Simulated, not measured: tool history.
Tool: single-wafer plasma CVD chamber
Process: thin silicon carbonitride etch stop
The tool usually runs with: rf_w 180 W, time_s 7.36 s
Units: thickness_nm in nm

run,hour,rf_w,time_s,"read-back reference wafer on the same gauge, thickness_nm",thickness_nm
1,0,180,7.36,3.895,3.952
2,13.3,180,7.36,3.899,3.947
3,30.8,180,7.36,3.9,3.956
4,59.8,180,7.36,3.905,3.973
5,70.3,180,7.36,3.905,3.974
6,81.4,180,7.36,3.908,3.975
7,91.1,180,7.36,3.911,3.976
8,104.8,180,7.36,3.913,3.978
9,111.6,180,7.36,3.915,3.959
10,128.9,190,6.59,3.92,3.6
11,140.9,180,7.74,3.923,4.177
# hour 155.2: showerhead replaced
12,155.7,180,7.74,3.925,4.195
# hour 166.9: gauge calibrated
13,169.2,165,6.53,3.892,3.455
# hour 182: thermocouple changed; heater temperature recalibrated
14,182.5,200,7.36,3.891,4.033
15,197.2,180,7.36,3.893,3.964
16,211.2,210,6.58,3.893,3.642
# hour 230: RF generator calibrated
17,230.5,150,8.45,3.894,4.388
18,240.7,165,5.91,3.895,3.126
19,252.3,205,8.37,3.897,4.622
20,262.9,180,8,3.898,4.291
21,272.5,195,6.81,3.901,3.723
22,280.3,195,6.25,3.901,3.42
23,286.8,180,7.36,3.901,3.966
24,303.3,215,6.5,3.905,3.631
25,319,150,7.92,3.909,4.123
26,333,195,6.12,3.912,3.359
27,340.5,210,6.66,3.913,3.711
28,349.5,205,8.05,3.915,4.465
29,381.5,180,7.36,3.925,3.973

Here are 4 independent what-if runs from the current tool condition. What would each one return?
A,381.9,180,7.36,?,?
B,381.9,170,7.36,?,?
C,381.9,210,6.57,?,?
D,381.9,150,6.41,?,?

run,"read-back reference wafer on the same gauge, thickness_nm",thickness_nm
A,3.924,3.984
B,3.924,3.94
C,3.924,3.668
D,3.924,3.352
The same runs, with their run-to-run variation unchanged, on a tool lacking any hidden condition would have given:
run,thickness_nm
A,3.949
B,3.906
C,3.636
D,3.323
